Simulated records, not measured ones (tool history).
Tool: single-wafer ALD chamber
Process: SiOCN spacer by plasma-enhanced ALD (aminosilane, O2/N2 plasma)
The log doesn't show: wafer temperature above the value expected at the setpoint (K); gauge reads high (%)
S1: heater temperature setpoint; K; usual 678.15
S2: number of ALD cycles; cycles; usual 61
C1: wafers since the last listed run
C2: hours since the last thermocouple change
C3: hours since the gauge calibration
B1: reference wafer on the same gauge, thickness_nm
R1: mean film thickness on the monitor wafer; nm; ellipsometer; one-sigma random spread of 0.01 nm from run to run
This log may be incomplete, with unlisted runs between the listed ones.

run 1 day=0.000 | S1=678.15 S2=61 | C1=0 C2=1820.0 C3=297.3 | B1=3.990 | R1=4.090
run 2 day=2.254 | S1=678.15 S2=61 | C1=255 C2=1874.1 C3=351.4 | B1=3.989 | R1=4.079
run 3 day=3.925 | S1=678.15 S2=61 | C1=189 C2=1914.2 C3=391.5 | B1=3.992 | R1=4.083
run 4 day=9.888 | S1=678.15 S2=61 | C1=675 C2=2057.3 C3=534.6 | B1=3.990 | R1=4.090
run 5 day=13.954 | S1=678.15 S2=61 | C1=460 C2=2154.9 C3=632.2 | B1=3.985 | R1=4.103
run 6 day=15.888 | S1=678.15 S2=53 | C1=219 C2=2201.3 C3=678.6 | B1=3.987 | R1=3.557
-- day=16.154 gauge calibrated
run 7 day=19.617 | S1=678.15 S2=53 | C1=422 C2=2290.8 C3=83.1 | B1=3.990 | R1=3.558
run 8 day=21.554 | S1=678.15 S2=53 | C1=219 C2=2337.3 C3=129.6 | B1=3.988 | R1=3.566
run 9 day=24.525 | S1=691.15 S2=58 | C1=336 C2=2408.6 C3=200.9 | B1=3.992 | R1=3.763
run 10 day=27.692 | S1=678.15 S2=61 | C1=358 C2=2484.6 C3=276.9 | B1=3.991 | R1=4.085
-- day=31.846 thermocouple changed; heater temperature recalibrated
run 11 day=32.108 | S1=684.15 S2=65 | C1=462 C2=6.3 C3=382.9 | B1=3.987 | R1=4.311
run 12 day=35.742 | S1=668.15 S2=70 | C1=411 C2=93.5 C3=470.1 | B1=3.993 | R1=4.780
run 13 day=37.988 | S1=678.15 S2=71 | C1=254 C2=147.4 C3=524.0 | B1=3.989 | R1=4.767
run 14 day=41.608 | S1=678.15 S2=70 | C1=410 C2=234.3 C3=610.9 | B1=3.989 | R1=4.706
run 15 day=43.462 | S1=692.15 S2=61 | C1=210 C2=278.8 C3=655.4 | B1=3.988 | R1=3.934
-- day=45.167 gauge calibrated
run 16 day=46.833 | S1=672.15 S2=64 | C1=381 C2=359.7 C3=40.0 | B1=3.993 | R1=4.370

Predict each of these 4 candidate next runs independently; none follows another, all start after run 16:
run A day=46.854 | S1=668.15 S2=61 | C1=2 C2=360.2 C3=40.5 | B1=? | R1=?
run B day=46.854 | S1=668.15 S2=50 | C1=2 C2=360.2 C3=40.5 | B1=? | R1=?
run C day=46.854 | S1=670.15 S2=67 | C1=2 C2=360.2 C3=40.5 | B1=? | R1=?
run D day=46.854 | S1=689.15 S2=56 | C1=2 C2=360.2 C3=40.5 | B1=? | R1=?

run=A B1=3.991 R1=4.154
run=B B1=3.991 R1=3.405
run=C B1=3.991 R1=4.562
run=D B1=3.991 R1=3.645
What these runs would have given with no unlogged condition in the tool:
run=A R1=4.154
run=B R1=3.405
run=C R1=4.562
run=D R1=3.645
